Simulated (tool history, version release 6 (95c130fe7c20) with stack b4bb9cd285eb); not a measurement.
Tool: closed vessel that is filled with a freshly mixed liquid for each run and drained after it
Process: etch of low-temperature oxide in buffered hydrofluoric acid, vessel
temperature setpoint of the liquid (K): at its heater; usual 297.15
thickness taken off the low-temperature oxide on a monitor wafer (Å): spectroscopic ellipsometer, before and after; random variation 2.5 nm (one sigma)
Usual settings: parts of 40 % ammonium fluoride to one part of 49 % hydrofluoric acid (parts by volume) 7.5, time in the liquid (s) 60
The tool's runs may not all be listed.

| run | hour | temperature setpoint of the liquid (K) | parts of 40 % ammonium fluoride to one part of 49 % hydrofluoric acid (parts by volume) | time in the liquid (s) | read-back film thickness of the low-temperature oxide reference wafer, read on the same gauge (nm) | thickness taken off the low-temperature oxide on a monitor wafer (Å) |
|---|---|---|---|---|---|---|
| 1 | 0.0 | 297.15 | 7.5 | 45 | 139.99 | 1919.7 |
| 2 | 15.8 | 297.15 | 7.5 | 60 | 140.04 | 2549.7 |
| 3 | 33.3 | 297.15 | 7.5 | 60 | 140.01 | 2598.4 |
| 4 | 49.6 | 300.65 | 5.5 | 60 | 140.01 | 4131.8 |
| 5 | 69.1 | 300.65 | 7.5 | 40 | 139.99 | 2127.8 |
| 6 | 83.1 | 300.65 | 7.5 | 40 | 140.00 | 2078.2 |
| 7 | 91.9 | 297.15 | 6.0 | 75 | 140.02 | 4002.1 |
|  | 117.3 | thermometer replaced |
| 8 | 121.7 | 297.15 | 7.5 | 60 | 139.98 | 2621.7 |
| 9 | 137.7 | 297.15 | 7.5 | 60 | 139.98 | 2661.6 |
| 10 | 153.8 | 300.65 | 6.0 | 60 | 140.01 | 3834.7 |
| 11 | 195.2 | 294.15 | 6.5 | 45 | 140.03 | 1941.7 |
| 12 | 207.6 | 297.15 | 10.5 | 60 | 139.99 | 1913.2 |
| 13 | 218.1 | 297.15 | 7.5 | 60 | 140.03 | 2643.3 |
| 14 | 233.0 | 300.65 | 5.0 | 60 | 140.00 | 4602.7 |
| 15 | 246.5 | 298.65 | 5.0 | 30 | 139.98 | 2052.3 |
| 16 | 259.3 | 297.15 | 7.5 | 60 | 139.98 | 2666.1 |
|  | 269.3 | hydrofluoric acid flow meter replaced |
| 17 | 272.7 | 297.15 | 5.5 | 45 | 140.02 | 2493.3 |
| 18 | 282.2 | 297.15 | 7.5 | 35 | 139.99 | 1490.4 |
| 19 | 289.5 | 293.15 | 7.5 | 60 | 140.01 | 2026.1 |
| 20 | 299.9 | 292.65 | 7.5 | 85 | 140.02 | 2855.9 |
|  | 308.4 | gauge calibrated |
| 21 | 312.3 | 297.15 | 7.5 | 80 | 140.01 | 3362.3 |
| 22 | 339.4 | 299.15 | 10.0 | 75 | 139.98 | 2757.2 |
| 23 | 351.3 | 292.15 | 7.5 | 85 | 140.02 | 2739.2 |
| 24 | 364.5 | 295.65 | 5.0 | 95 | 140.00 | 5258.1 |
| 25 | 375.1 | 297.15 | 10.0 | 30 | 139.98 | 976.1 |
| 26 | 390.6 | 297.15 | 7.5 | 60 | 140.00 | 2633.4 |
| 27 | 400.1 | 297.15 | 7.5 | 50 | 140.03 | 2181.4 |
| 28 | 412.4 | 297.15 | 9.0 | 30 | 140.01 | 1060.1 |
| 29 | 425.6 | 293.65 | 7.5 | 90 | 140.04 | 3188.5 |
| 30 | 443.3 | 297.15 | 7.5 | 60 | 140.00 | 2595.6 |
| 31 | 459.2 | 297.15 | 5.0 | 60 | 140.02 | 3726.1 |
| 32 | 468.1 | 297.15 | 5.5 | 60 | 139.97 | 3440.6 |
| 33 | 475.4 | 298.65 | 5.0 | 60 | 140.02 | 4003.9 |

3 ways to go on from here, each from the tool as it stands after run 33. What would each give?
| A | 476.1 | 297.15 | 9.0 | 60 | ? | ? |
| B | 476.1 | 293.65 | 7.5 | 80 | ? | ? |
| C | 476.1 | 297.15 | 5.5 | 40 | ? | ? |

| run | read-back film thickness of the low-temperature oxide reference wafer, read on the same gauge (nm) | thickness taken off the low-temperature oxide on a monitor wafer (Å) |
|---|---|---|
| A | 139.99 | 2138.2 |
| B | 139.99 | 2864.1 |
| C | 139.99 | 2289.4 |
Without the tool's hidden state the same runs would have given:
| run | thickness taken off the low-temperature oxide on a monitor wafer (Å) |
|---|---|
| A | 2086.6 |
| B | 2795.3 |
| C | 2246.4 |
